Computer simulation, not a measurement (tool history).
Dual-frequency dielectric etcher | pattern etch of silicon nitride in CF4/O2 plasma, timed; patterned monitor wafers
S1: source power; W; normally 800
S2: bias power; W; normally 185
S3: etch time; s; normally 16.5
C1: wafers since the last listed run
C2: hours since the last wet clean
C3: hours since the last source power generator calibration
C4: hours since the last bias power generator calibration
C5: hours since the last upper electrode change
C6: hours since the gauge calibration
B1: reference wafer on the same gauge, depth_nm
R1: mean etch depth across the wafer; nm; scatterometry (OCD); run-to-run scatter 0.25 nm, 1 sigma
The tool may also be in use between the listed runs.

run   hour   S1   S2    S3   C1     C2      C3      C4      C5     C6    B1    R1
  1    0.0  800  185  16.5    0  248.1  4238.3  2562.3  5033.3  408.2  52.2  45.7
  2   15.7  800  185  16.5  219  263.8  4254.0  2578.0  5049.0  423.9  52.3  45.5
  3   30.5  800  185  16.5  207  278.6  4268.8  2592.8  5063.8  438.7  52.2  46.2
  4   37.0  800  185  16.5   90  285.1  4275.3  2599.3  5070.3  445.2  52.2  45.5
      52.0  -- gauge calibrated
  5   52.8  800  185  16.5  221  300.9  4291.1  2615.1  5086.1    0.8  52.2  45.8
  6   70.2  800  185  16.5  243  318.3  4308.5  2632.5  5103.5   18.2  52.2  45.5
  7   78.8  800  185  16.5  120  326.9  4317.1  2641.1  5112.1   26.8  52.2  45.7
  8   85.6  800  185  16.5   95  333.7  4323.9  2647.9  5118.9   33.6  52.2  45.6
  9   98.3  800  185  16.5  177  346.4  4336.6  2660.6  5131.6   46.3  52.2  45.5
     119.3  -- bias power generator calibrated
 10  119.8  720  141  14.5  244  367.9  4358.1     0.5  5153.1   67.8  52.2  32.9
 11  129.7  800  185  16.5  138  377.8  4368.0    10.4  5163.0   77.7  52.2  45.9
 12  138.2  800  199  18.5  118  386.3  4376.5    18.9  5171.5   86.2  52.1  52.2
     156.4  -- source power generator calibrated
     178.9  -- wet clean of the chamber
 13  179.4  800  185  16.5  204    0.5    23.0    60.1  5212.7  127.4  52.2  45.4
 14  179.8  800  185  16.5    5    0.9    23.4    60.5  5213.1  127.8  52.2  45.2
 15  184.9  800  144  16.5   71    6.0    28.5    65.6  5218.2  132.9  52.2  42.0
 16  201.8  800  185  16.5  236   22.9    45.4    82.5  5235.1  149.8  52.2  45.5
     228.7  -- upper electrode replaced
 17  229.2  800  185  16.5   47   50.3    72.8   109.9     0.5  177.2  52.2  45.5
 18  229.5  800  185  14.5    4   50.6    73.1   110.2     0.8  177.5  52.3  39.9
 19  231.8  910  185  13.5   32   52.9    75.4   112.5     3.1  179.8  52.2  42.7
 20  249.6  800  153  16.5  249   70.7    93.2   130.3    20.9  197.6  52.2  42.2
 21  262.8  800  170  16.5  184   83.9   106.4   143.5    34.1  210.8  52.2  44.3
 22  272.7  800  185  16.5  138   93.8   116.3   153.4    44.0  220.7  52.1  45.5
 23  283.1  880  153  15.0  145  104.2   126.7   163.8    54.4  231.1  52.2  42.7
 24  292.7  990  185  13.0  134  113.8   136.3   173.4    64.0  240.7  52.3  44.4
 25  308.0  630  220  13.5  214  129.1   151.6   188.7    79.3  256.0  52.2  30.6
 26  314.8  620  217  12.0   95  135.9   158.4   195.5    86.1  262.8  52.2  26.9
 27  327.7  650  226  19.0  180  148.8   171.3   208.4    99.0  275.7  52.2  45.5
 28  334.1  880  223  16.5   89  155.2   177.7   214.8   105.4  282.1  52.2  53.7
 29  344.7  690  163  14.5  148  165.8   188.3   225.4   116.0  292.7  52.2  33.0
 30  356.9  850  185  20.5  170  178.0   200.5   237.6   128.2  304.9  52.2  60.7

Consider 4 possible next runs. They are alternatives, not a sequence: every one starts from the tool as it was left by run 30. What does each give?
  A  357.3  800  185  16.5   5  178.4  200.9  238.0  128.6  305.3   ?   ?
  B  357.3  800  153  21.0   5  178.4  200.9  238.0  128.6  305.3   ?   ?
  C  357.3  900  162  19.0   5  178.4  200.9  238.0  128.6  305.3   ?   ?
  D  357.3  690  149  13.5   5  178.4  200.9  238.0  128.6  305.3   ?   ?

run    B1    R1
  A  52.2  45.7
  B  52.2  54.4
  C  52.2  56.8
  D  52.2  29.6
Take away the tool's hidden state, keep each run's random variation, and the runs would have read:
run    R1
  A  45.7
  B  54.4
  C  56.8
  D  29.6
